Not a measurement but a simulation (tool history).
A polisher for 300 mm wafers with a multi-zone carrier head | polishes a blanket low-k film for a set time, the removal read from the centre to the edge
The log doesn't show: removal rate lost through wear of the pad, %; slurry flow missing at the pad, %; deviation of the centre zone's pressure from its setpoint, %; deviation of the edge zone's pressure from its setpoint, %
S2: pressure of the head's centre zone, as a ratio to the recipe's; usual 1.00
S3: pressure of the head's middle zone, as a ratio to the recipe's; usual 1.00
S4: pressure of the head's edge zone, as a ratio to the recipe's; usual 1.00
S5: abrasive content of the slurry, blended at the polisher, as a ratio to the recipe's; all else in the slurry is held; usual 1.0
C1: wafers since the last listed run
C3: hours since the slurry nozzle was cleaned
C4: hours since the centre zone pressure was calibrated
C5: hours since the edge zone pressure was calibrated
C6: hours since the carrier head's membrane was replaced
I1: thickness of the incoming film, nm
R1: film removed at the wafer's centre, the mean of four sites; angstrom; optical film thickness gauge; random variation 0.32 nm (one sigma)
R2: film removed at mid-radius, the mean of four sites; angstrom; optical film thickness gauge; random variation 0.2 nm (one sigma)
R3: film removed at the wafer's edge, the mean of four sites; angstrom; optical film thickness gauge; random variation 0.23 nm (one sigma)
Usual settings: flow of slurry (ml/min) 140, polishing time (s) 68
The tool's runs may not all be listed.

run 1 day=0.000 | flow_of_slurry_(ml/min)=140 S2=1.00 S3=1.00 S4=1.00 S5=1.0 polishing_time_(s)=54 | C1=0 wafers_polished_on_this_pad=1318 C3=574.8 C4=977.0 C5=1052.8 C6=494.3 | I1=578.6 | R1=236 R2=237 R3=240
-- day=0.050 worn pad replaced by a new one
run 2 day=0.762 | flow_of_slurry_(ml/min)=140 S2=1.00 S3=1.00 S4=1.00 S5=1.0 polishing_time_(s)=54 | C1=163 wafers_polished_on_this_pad=163 C3=593.1 C4=995.3 C5=1071.1 C6=512.6 | I1=581.5 | R1=244 R2=248 R3=250
run 3 day=1.746 | flow_of_slurry_(ml/min)=140 S2=1.00 S3=1.00 S4=1.00 S5=1.0 polishing_time_(s)=68 | C1=225 wafers_polished_on_this_pad=389 C3=616.7 C4=1018.9 C5=1094.7 C6=536.2 | I1=586.5 | R1=303 R2=306 R3=308
run 4 day=2.904 | flow_of_slurry_(ml/min)=140 S2=1.00 S3=1.00 S4=1.00 S5=1.0 polishing_time_(s)=68 | C1=265 wafers_polished_on_this_pad=655 C3=644.5 C4=1046.7 C5=1122.5 C6=564.0 | I1=595.9 | R1=297 R2=303 R3=308
run 5 day=6.388 | flow_of_slurry_(ml/min)=140 S2=1.00 S3=1.00 S4=1.00 S5=1.0 polishing_time_(s)=68 | C1=799 wafers_polished_on_this_pad=1454 C3=728.1 C4=1130.3 C5=1206.1 C6=647.6 | I1=595.1 | R1=287 R2=294 R3=296
-- day=6.654 worn pad replaced by a new one
run 6 day=7.704 | flow_of_slurry_(ml/min)=140 S2=1.00 S3=1.00 S4=1.00 S5=1.0 polishing_time_(s)=68 | C1=263 wafers_polished_on_this_pad=240 C3=759.7 C4=1161.9 C5=1237.7 C6=679.2 | I1=589.0 | R1=296 R2=305 R3=307
run 7 day=8.250 | flow_of_slurry_(ml/min)=140 S2=1.00 S3=1.00 S4=1.00 S5=1.1 polishing_time_(s)=68 | C1=125 wafers_polished_on_this_pad=365 C3=772.8 C4=1175.0 C5=1250.8 C6=692.3 | I1=601.3 | R1=303 R2=308 R3=314
-- day=9.358 edge zone pressure recalibrated
run 8 day=9.379 | flow_of_slurry_(ml/min)=140 S2=1.00 S3=1.00 S4=0.97 S5=1.0 polishing_time_(s)=68 | C1=239 wafers_polished_on_this_pad=605 C3=799.9 C4=1202.1 C5=0.5 C6=719.4 | I1=581.8 | R1=288 R2=298 R3=298
run 9 day=9.983 | flow_of_slurry_(ml/min)=140 S2=1.00 S3=1.00 S4=0.97 S5=1.0 polishing_time_(s)=68 | C1=138 wafers_polished_on_this_pad=744 C3=814.4 C4=1216.6 C5=15.0 C6=733.9 | I1=583.7 | R1=284 R2=294 R3=294
run 10 day=10.954 | flow_of_slurry_(ml/min)=140 S2=1.00 S3=1.00 S4=0.95 S5=1.0 polishing_time_(s)=68 | C1=222 wafers_polished_on_this_pad=967 C3=837.7 C4=1239.9 C5=38.3 C6=757.2 | I1=588.2 | R1=282 R2=290 R3=288
-- day=11.975 worn pad replaced by a new one
-- day=12.654 centre zone pressure recalibrated
run 11 day=13.958 | flow_of_slurry_(ml/min)=140 S2=1.00 S3=1.00 S4=0.95 S5=1.0 polishing_time_(s)=68 | C1=632 wafers_polished_on_this_pad=435 C3=909.8 C4=31.3 C5=110.4 C6=829.3 | I1=583.9 | R1=282 R2=292 R3=294
run 12 day=15.342 | flow_of_slurry_(ml/min)=140 S2=1.12 S3=0.97 S4=0.95 S5=1.0 polishing_time_(s)=68 | C1=317 wafers_polished_on_this_pad=753 C3=943.0 C4=64.5 C5=143.6 C6=862.5 | I1=588.9 | R1=306 R2=277 R3=283

The next listed run, before its measurement:
run 13 day=16.738 | flow_of_slurry_(ml/min)=140 S2=1.00 S3=1.00 S4=1.00 S5=1.0 polishing_time_(s)=68 | C1=320 wafers_polished_on_this_pad=1073 C3=976.5 C4=98.0 C5=177.1 C6=896.0 | I1=591.8 | R1=? R2=? R3=?

R1: 270 angstrom
R2: 277 angstrom
R3: 289 angstrom
Without the tool's hidden state the same run would have given R1 323 angstrom, R2 325 angstrom, R3 326 angstrom.
